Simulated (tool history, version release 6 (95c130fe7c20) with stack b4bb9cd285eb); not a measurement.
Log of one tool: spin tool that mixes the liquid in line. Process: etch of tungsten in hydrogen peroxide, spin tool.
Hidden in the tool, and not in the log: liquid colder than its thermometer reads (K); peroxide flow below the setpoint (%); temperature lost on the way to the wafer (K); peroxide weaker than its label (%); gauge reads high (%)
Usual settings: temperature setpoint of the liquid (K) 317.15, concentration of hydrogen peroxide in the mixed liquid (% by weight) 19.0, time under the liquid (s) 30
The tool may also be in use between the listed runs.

run	hour	temperature setpoint of the liquid (K)	concentration of hydrogen peroxide in the mixed liquid (% by weight)	time under the liquid (s)	wafers since the last listed run	hours since the thermometer was replaced	hours since the peroxide flow meter was replaced	hours since the heated supply line was repaired	hours since the drum of peroxide was connected	hours since the gauge calibration	read-back film thickness of the tungsten reference wafer, read on the same gauge (nm)	thickness taken off the tungsten on a monitor wafer (Å)
1	0.0	317.15	19.0	30	0	980.6	2402.7	771.2	969.5	130.8	99.98	116.6
2	14.7	317.15	19.0	30	197	995.3	2417.4	785.9	984.2	145.5	100.00	117.4
3	26.7	317.15	19.0	30	161	1007.3	2429.4	797.9	996.2	157.5	100.00	116.6
4	34.4	317.15	22.0	30	103	1015.0	2437.1	805.6	1003.9	165.2	100.02	124.1
5	46.2	317.15	22.0	30	158	1026.8	2448.9	817.4	1015.7	177.0	100.00	124.7
6	53.2	317.15	22.0	30	94	1033.8	2455.9	824.4	1022.7	184.0	100.02	123.6
7	70.9	317.15	19.0	30	238	1051.5	2473.6	842.1	1040.4	201.7	100.00	114.1
# hour 80.9: thermometer replaced
8	81.4	317.15	19.0	30	127	0.5	2484.1	852.6	1050.9	212.2	100.01	135.9
# hour 88.3: gauge calibrated
# hour 91.0: heated supply line repaired
9	94.2	317.15	19.0	30	158	13.3	2496.9	3.2	1063.7	5.9	100.01	176.1
10	111.9	321.65	19.0	30	238	31.0	2514.6	20.9	1081.4	23.6	99.96	230.5
# hour 116.6: new drum of peroxide connected
# hour 122.3: peroxide flow meter replaced
11	127.8	308.15	19.0	30	187	46.9	5.5	36.8	11.2	39.5	99.98	96.0
12	141.1	317.15	19.0	30	179	60.2	18.8	50.1	24.5	52.8	100.00	172.3
13	151.0	309.15	16.0	15	133	70.1	28.7	60.0	34.4	62.7	99.99	46.6
14	167.5	317.15	19.0	30	222	86.6	45.2	76.5	50.9	79.2	99.99	170.7
15	176.4	317.15	21.5	45	119	95.5	54.1	85.4	59.8	88.1	99.98	266.5
16	184.4	314.65	17.0	15	107	103.5	62.1	93.4	67.8	96.1	99.99	67.8
17	193.3	317.15	19.0	30	119	112.4	71.0	102.3	76.7	105.0	99.98	166.3
18	199.9	324.65	17.0	50	88	119.0	77.6	108.9	83.3	111.6	100.00	424.5
19	211.0	325.15	20.5	20	149	130.1	88.7	120.0	94.4	122.7	100.03	189.9
20	221.8	322.15	16.0	40	145	140.9	99.5	130.8	105.2	133.5	99.99	279.2

4 ways to go on from here, each from the tool as it stands after run 20. What would each give?
A	222.2	317.15	15.0	30	5	141.3	99.9	131.2	105.6	133.9	?	?
B	222.2	317.15	21.0	15	5	141.3	99.9	131.2	105.6	133.9	?	?
C	222.2	311.15	21.0	20	5	141.3	99.9	131.2	105.6	133.9	?	?
D	222.2	323.65	19.0	30	5	141.3	99.9	131.2	105.6	133.9	?	?

run	read-back film thickness of the tungsten reference wafer, read on the same gauge (nm)	thickness taken off the tungsten on a monitor wafer (Å)
A	100.01	146.9
B	100.01	86.9
C	100.01	78.3
D	100.01	248.7
Without the tool's hidden state the same runs would have given:
run	thickness taken off the tungsten on a monitor wafer (Å)
A	162.3
B	96.0
C	86.9
D	273.7
